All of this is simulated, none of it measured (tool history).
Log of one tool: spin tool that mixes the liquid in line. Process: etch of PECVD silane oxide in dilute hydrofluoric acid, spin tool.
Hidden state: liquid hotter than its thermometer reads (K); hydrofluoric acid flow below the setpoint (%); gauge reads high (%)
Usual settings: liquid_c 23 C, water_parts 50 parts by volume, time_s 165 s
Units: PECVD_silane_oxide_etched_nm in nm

run     day  liquid_c  water_parts  time_s  wafers since the last listed run  hours since the thermometer was replaced  hours since the hydrofluoric acid flow meter was replaced  hours since the gauge calibration  read-back film thickness of the PECVD silane oxide reference wafer, read on the same gauge (nm)  PECVD_silane_oxide_etched_nm
  1       0        23           50     165                                 0                                    2241.5                                                      224.3                                440                                                                                            40.01                         53.74
  2   3.825        23           50     165                               566                                    2333.3                                                      316.1                              531.8                                                                                            39.99                          51.9
  3   4.417        23           50     165                                87                                    2347.5                                                      330.3                                546                                                                                               40                         52.88
  4   5.117        23           50     165                               103                                    2364.3                                                      347.1                              562.8                                                                                            39.99                         52.21
  5   6.617        23           50     165                               222                                    2400.3                                                      383.1                              598.8                                                                                               40                          51.3
  6   7.254        23           50     165                                94                                    2415.6                                                      398.4                              614.1                                                                                            40.01                         53.03
  7   8.188        23           50     165                               138                                      2438                                                      420.8                              636.5                                                                                            40.04                         53.19
  8   8.808        23           50     165                                91                                    2452.9                                                      435.7                              651.4                                                                                            39.99                         51.89
  9   9.696        23           50     165                               131                                    2474.2                                                        457                              672.7                                                                                            39.99                          52.6
 10  11.092        23           50     165                               206                                    2507.7                                                      490.5                              706.2                                                                                            40.02                         52.13
 11  12.496        23           50     165                               208                                    2541.4                                                      524.2                              739.9                                                                                            39.97                         51.97
 12  13.504        23           50     165                               149                                    2565.6                                                      548.4                              764.1                                                                                            40.02                         52.94
      13.85  -- gauge calibrated
     14.304  -- hydrofluoric acid flow meter replaced
 13  14.525        23           50     165                               145                                    2590.1                                                        5.3                               16.2                                                                                            39.99                         52.97
 14  15.321        23           50     165                               117                                    2609.2                                                       24.4                               35.3                                                                                            40.06                          52.5

Forecast run 15:
 15  16.429        23           35     165                               164                                    2635.8                                                         51                               61.9                                                                                                ?                             ?

Run 15 gave read-back film thickness of the PECVD silane oxide reference wafer, read on the same gauge (nm) 40, PECVD_silane_oxide_etched_nm 76.13 nm.
Without the tool's hidden state the same run would have given PECVD_silane_oxide_etched_nm 76.13 nm.
